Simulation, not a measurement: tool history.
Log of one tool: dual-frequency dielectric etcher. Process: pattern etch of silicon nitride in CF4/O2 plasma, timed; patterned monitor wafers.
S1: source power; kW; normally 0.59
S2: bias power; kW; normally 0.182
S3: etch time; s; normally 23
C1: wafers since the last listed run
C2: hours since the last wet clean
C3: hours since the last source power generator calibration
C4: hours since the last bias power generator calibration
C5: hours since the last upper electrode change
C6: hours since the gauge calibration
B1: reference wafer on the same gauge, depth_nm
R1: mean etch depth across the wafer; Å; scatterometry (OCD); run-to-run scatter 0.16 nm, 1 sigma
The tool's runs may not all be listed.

run   hour    S1     S2    S3   C1     C2      C3      C4      C5     C6    B1   R1
  1      0  0.62  0.182    23    0   53.3  2779.6  1623.6  2915.7  408.2  59.5  556
  2   48.2  0.59  0.182    23  603  101.5  2827.8  1671.8  2963.9  456.4  59.5  540
  3   82.8  0.59  0.182    23  433  136.1  2862.4  1706.4  2998.5    491  59.5  539
  4  115.7  0.59  0.214    23  411    169  2895.3  1739.3  3031.4  523.9  59.5  569
  5  151.6  0.59  0.214    23  449  204.9  2931.2  1775.2  3067.3  559.8  59.5  568
       189  -- gauge calibrated
       198  -- upper electrode replaced
     199.2  -- bias power generator calibrated
  6  199.7  0.59  0.214    23  286    253  2979.3     0.5     1.7   10.7  59.4  571
  7  252.6  0.64   0.17    23  662  305.9  3032.2    53.4    54.6   63.6  59.6  564
     281.4  -- wet clean of the chamber
  8  307.5  0.72  0.182    16  386   26.1  3087.1   108.3   109.5  118.5  59.5  431
  9  376.3  0.73  0.202  19.5  861   94.9  3155.9   177.1   178.3  187.3  59.5  551
 10  400.3  0.59  0.213    23  300  118.9  3179.9   201.1   202.3  211.3  59.5  568
     423.9  -- source power generator calibrated
 11  429.3  0.59  0.228    21  312  147.9     5.4   230.1   231.3  240.3  59.5  532
 12    497  0.62  0.182    23  847  215.6    73.1   297.8     299    308  59.5  562
 13  562.2  0.59  0.145  27.5  816  280.8   138.3     363   364.2  373.2  59.5  604
 14  602.2  0.54  0.182    23  500  320.8   178.3     403   404.2  413.2  59.5  514

List, for all runs, the conditions of the tool that the log does not record:
source power that arrives over what is set, %: 0 at every run
bias power that arrives over what is set, %: 0 at every run
gauge reads high (%): 0 at every run
H1: etch rate over this chamber's usual, %
run     H1
  1  0.492
  2  0.719
  3  0.881
  4   1.04
  5    1.2
  6   1.43
  7   1.68
  8  0.158
  9  0.481
 10  0.594
 11   0.73
 12   1.05
 13   1.35
 14   1.54

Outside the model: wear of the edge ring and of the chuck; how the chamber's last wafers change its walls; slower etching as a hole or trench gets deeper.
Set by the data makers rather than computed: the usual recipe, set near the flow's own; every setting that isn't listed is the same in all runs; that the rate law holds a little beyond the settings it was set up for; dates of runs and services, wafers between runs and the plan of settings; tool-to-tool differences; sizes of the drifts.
